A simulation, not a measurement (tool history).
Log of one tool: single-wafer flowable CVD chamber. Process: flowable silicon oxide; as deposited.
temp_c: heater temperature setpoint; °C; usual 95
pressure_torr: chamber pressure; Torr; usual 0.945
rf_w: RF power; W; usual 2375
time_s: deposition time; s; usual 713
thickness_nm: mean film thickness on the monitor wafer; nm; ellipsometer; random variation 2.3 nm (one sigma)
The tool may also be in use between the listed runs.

run,day,temp_c,pressure_torr,rf_w,time_s,"read-back reference wafer on the same gauge, thickness_nm",thickness_nm
1,0.000,95,0.945,2375,713,703.099,702.715
2,3.162,95,0.945,2375,713,702.472,707.550
3,7.433,95,0.945,2375,713,702.822,708.881
4,14.754,95,0.945,2585,654,704.112,660.877
5,17.079,95,0.945,2375,713,703.123,717.945
6,19.596,95,0.945,2375,713,704.750,721.790
7,22.129,95,1.077,2210,713,703.260,814.599
8,26.500,95,0.945,2375,713,703.298,723.996
# day 28.975: thermocouple changed; heater temperature recalibrated
9,29.629,95,0.945,2375,713,704.192,699.980
10,33.896,95,0.945,2375,713,704.386,698.599
11,37.425,95,0.945,2375,713,703.781,701.925
12,39.662,95,0.945,2375,713,704.021,701.083
13,42.142,95,0.865,1990,713,704.693,636.605
14,46.438,95,0.945,2375,713,703.801,708.282
15,48.092,89,0.804,2810,624,704.552,666.517
# day 49.642: capacitance manometer re-zeroed and calibrated
16,49.662,95,0.945,2375,713,703.437,696.406
# day 50.792: gauge calibrated
# day 50.871: showerhead replaced
17,53.633,95,0.945,2375,780,703.305,762.436
18,57.550,95,0.865,2375,713,703.065,639.863
19,60.346,95,0.945,2375,713,703.913,701.919
20,62.971,95,0.945,2800,713,703.929,710.487
# day 65.404: RF generator calibrated
21,67.258,95,1.077,2210,713,704.225,799.127
22,71.067,105,1.159,2205,637,703.904,526.558
23,74.196,84,1.046,2375,713,703.244,1164.078
24,77.812,95,0.945,2375,713,703.178,713.479
25,82.004,95,0.945,2375,713,704.407,719.331
26,84.179,100,1.104,2375,713,702.925,690.284
27,87.421,84,0.945,2375,713,703.936,1063.710
28,89.858,95,1.127,2375,799,704.520,957.983

The tool's hidden state at each run:
delivered RF power above the setpoint (%): 0 in every run
gauge reads high (%): 0 in every run
H1: wafer temperature above the value expected at the setpoint (K)
H2: true pressure above the setpoint (%)
run,H1,H2
1,-0.623,-0.13
2,-0.659,0.0335
3,-0.708,0.254
4,-0.791,0.632
5,-0.818,0.753
6,-0.847,0.883
7,-0.875,1.01
8,-0.925,1.24
9,0.1,1.4
10,0.0518,1.62
11,0.0116,1.8
12,-0.0139,1.92
13,-0.0422,2.05
14,-0.0912,2.27
15,-0.11,2.35
16,-0.128,0.336
17,-0.173,0.541
18,-0.218,0.743
19,-0.25,0.888
20,-0.28,1.02
21,-0.329,1.24
22,-0.372,1.44
23,-0.408,1.6
24,-0.449,1.79
25,-0.497,2.01
26,-0.522,2.12
27,-0.559,2.29
28,-0.586,2.41

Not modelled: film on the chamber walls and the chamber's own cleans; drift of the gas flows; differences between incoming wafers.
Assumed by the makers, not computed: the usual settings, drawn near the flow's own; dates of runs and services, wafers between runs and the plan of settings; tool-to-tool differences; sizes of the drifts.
